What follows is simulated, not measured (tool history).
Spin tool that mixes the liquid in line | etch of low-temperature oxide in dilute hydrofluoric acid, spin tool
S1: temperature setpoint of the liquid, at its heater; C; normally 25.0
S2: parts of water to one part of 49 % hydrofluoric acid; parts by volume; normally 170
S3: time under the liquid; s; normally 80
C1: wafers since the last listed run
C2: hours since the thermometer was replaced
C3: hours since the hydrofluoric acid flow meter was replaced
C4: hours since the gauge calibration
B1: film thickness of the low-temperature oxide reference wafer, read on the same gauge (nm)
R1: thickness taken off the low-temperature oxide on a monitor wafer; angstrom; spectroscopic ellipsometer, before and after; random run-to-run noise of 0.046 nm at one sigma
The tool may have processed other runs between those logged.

run,day,S1,S2,S3,C1,C2,C3,C4,B1,R1
1,0.000,25.0,170,80,0,1650.7,892.1,321.1,89.99,67.0
2,1.367,25.0,190,55,388,1683.5,924.9,353.9,90.00,40.5
3,2.067,25.0,170,80,199,1700.3,941.7,370.7,90.04,66.8
4,2.675,25.0,170,80,173,1714.9,956.3,385.3,90.03,67.5
5,3.617,23.0,170,80,267,1737.5,978.9,407.9,90.00,62.5
6,5.054,23.0,170,80,409,1772.0,1013.4,442.4,90.00,62.0
7,6.425,23.0,170,80,390,1804.9,1046.3,475.3,90.00,61.6
8,7.546,25.0,170,80,318,1831.8,1073.2,502.2,89.99,66.3
9,10.483,25.0,170,80,835,1902.3,1143.7,572.7,90.04,66.1
# day 11.917: gauge calibrated
10,14.717,26.5,170,80,1204,2003.9,1245.3,67.2,89.98,70.9
11,15.438,26.5,170,80,205,2021.2,1262.6,84.5,90.00,70.0
12,16.350,26.5,170,80,259,2043.1,1284.5,106.4,89.99,70.1
# day 16.779: thermometer replaced
13,17.529,25.0,170,80,323,18.0,1312.8,134.7,90.00,73.5
14,18.362,25.0,210,80,237,38.0,1332.8,154.7,90.01,56.5
# day 18.933: hydrofluoric acid flow meter replaced
15,19.625,25.0,170,80,347,68.3,16.6,185.0,90.01,73.1
16,20.738,25.0,100,40,316,95.0,43.3,211.7,90.01,68.2
17,21.483,22.5,170,105,212,112.9,61.2,229.6,89.98,86.4
18,22.450,23.0,250,110,275,136.1,84.4,252.8,90.00,58.2
19,23.092,25.0,95,35,182,151.5,99.8,268.2,90.01,62.0
20,24.533,25.0,145,95,410,186.1,134.4,302.8,90.01,104.0
21,25.992,25.0,95,35,414,221.1,169.4,337.8,89.98,62.3
22,26.512,27.5,170,55,148,233.6,181.9,350.3,89.98,54.9
23,28.000,25.0,170,80,423,269.3,217.6,386.0,89.99,72.7
24,28.517,20.5,100,60,147,281.7,230.0,398.4,90.01,82.8
25,29.150,26.5,90,45,180,296.9,245.2,413.6,90.00,90.1
26,29.908,21.0,250,55,215,315.1,263.4,431.8,90.00,27.0
27,30.450,25.0,170,80,154,328.1,276.4,444.8,89.99,71.7
28,31.633,25.0,170,80,336,356.5,304.8,473.2,90.00,72.1
29,32.375,29.5,140,95,211,374.3,322.6,491.0,89.98,126.7
# day 33.067: gauge calibrated
30,33.383,29.0,225,35,286,398.5,346.8,7.6,90.02,25.8

5 ways to go on from here, each from the tool as it stands after run 30. What would each give?
A,33.400,25.0,170,80,4,398.9,347.2,8.0,?,?
B,33.400,29.5,170,45,4,398.9,347.2,8.0,?,?
C,33.400,28.0,220,40,4,398.9,347.2,8.0,?,?
D,33.400,28.5,135,80,4,398.9,347.2,8.0,?,?
E,33.400,28.5,170,55,4,398.9,347.2,8.0,?,?

run,B1,R1
A,89.99,71.8
B,89.99,47.6
C,89.99,29.2
D,89.99,107.4
E,89.99,56.1
With the hidden condition removed and each run's random variation left untouched, the same runs would have given:
run,R1
A,73.0
B,48.4
C,29.7
D,109.3
E,57.1
